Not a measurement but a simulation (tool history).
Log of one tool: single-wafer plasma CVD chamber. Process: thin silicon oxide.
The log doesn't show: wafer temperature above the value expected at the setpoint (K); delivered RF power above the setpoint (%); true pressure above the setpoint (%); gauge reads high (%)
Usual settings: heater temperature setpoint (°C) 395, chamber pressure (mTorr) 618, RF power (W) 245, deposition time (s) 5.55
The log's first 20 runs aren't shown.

| run | hour | heater temperature setpoint (°C) | chamber pressure (mTorr) | RF power (W) | deposition time (s) | wafers since the last listed run | hours since the last thermocouple change | hours since the last RF generator calibration | hours since the last manometer calibration | hours since the showerhead was replaced | hours since the gauge calibration | read-back reference wafer on the same gauge, thickness_nm | mean film thickness on the monitor wafer (nm) |
|---|---|---|---|---|---|---|---|---|---|---|---|---|---|
| 21 | 489.8 | 407 | 486 | 245 | 5.55 | 1002 | 132.6 | 550 | 211.4 | 57.9 | 347.7 | 8.286 | 5.511 |
| 22 | 521.7 | 405 | 618 | 245 | 5.55 | 1566 | 164.5 | 581.9 | 243.3 | 89.8 | 379.6 | 8.299 | 7.022 |
| 23 | 553.2 | 395 | 618 | 245 | 6.66 | 1547 | 196 | 613.4 | 274.8 | 121.3 | 411.1 | 8.291 | 8.435 |
| 24 | 571 | 395 | 618 | 260 | 5.55 | 874 | 213.8 | 631.2 | 292.6 | 139.1 | 428.9 | 8.28 | 7.212 |
| 25 | 585.3 | 395 | 618 | 205 | 6.08 | 702 | 228.1 | 645.5 | 306.9 | 153.4 | 443.2 | 8.267 | 7.184 |
| 26 | 600.4 | 406 | 618 | 265 | 5.03 | 741 | 243.2 | 660.6 | 322 | 168.5 | 458.3 | 8.255 | 6.507 |
| 27 | 625.8 | 380 | 618 | 210 | 5.55 | 1247 | 268.6 | 686 | 347.4 | 193.9 | 483.7 | 8.292 | 6.671 |
| 28 | 654.3 | 395 | 565 | 245 | 5.01 | 1399 | 297.1 | 714.5 | 375.9 | 222.4 | 512.2 | 8.272 | 5.803 |
| 29 | 678.5 | 395 | 678 | 245 | 5.55 | 1188 | 321.3 | 738.7 | 400.1 | 246.6 | 536.4 | 8.287 | 7.753 |
| 30 | 708.3 | 402 | 553 | 245 | 6.34 | 1463 | 351.1 | 768.5 | 429.9 | 276.4 | 566.2 | 8.286 | 7.142 |

3 ways to go on from here, each from the tool as it stands after run 30. What would each give?
| A | 708.7 | 395 | 618 | 245 | 5.55 | 19 | 351.5 | 768.9 | 430.3 | 276.8 | 566.6 | ? | ? |
| B | 708.7 | 395 | 735 | 285 | 5.55 | 19 | 351.5 | 768.9 | 430.3 | 276.8 | 566.6 | ? | ? |
| C | 708.7 | 401 | 618 | 230 | 5.09 | 19 | 351.5 | 768.9 | 430.3 | 276.8 | 566.6 | ? | ? |

| run | read-back reference wafer on the same gauge, thickness_nm | mean film thickness on the monitor wafer (nm) |
|---|---|---|
| A | 8.277 | 7.046 |
| B | 8.277 | 8.876 |
| C | 8.277 | 6.278 |
Without the tool's hidden state the same runs would have given:
| run | mean film thickness on the monitor wafer (nm) |
|---|---|
| A | 7.154 |
| B | 9.001 |
| C | 6.375 |
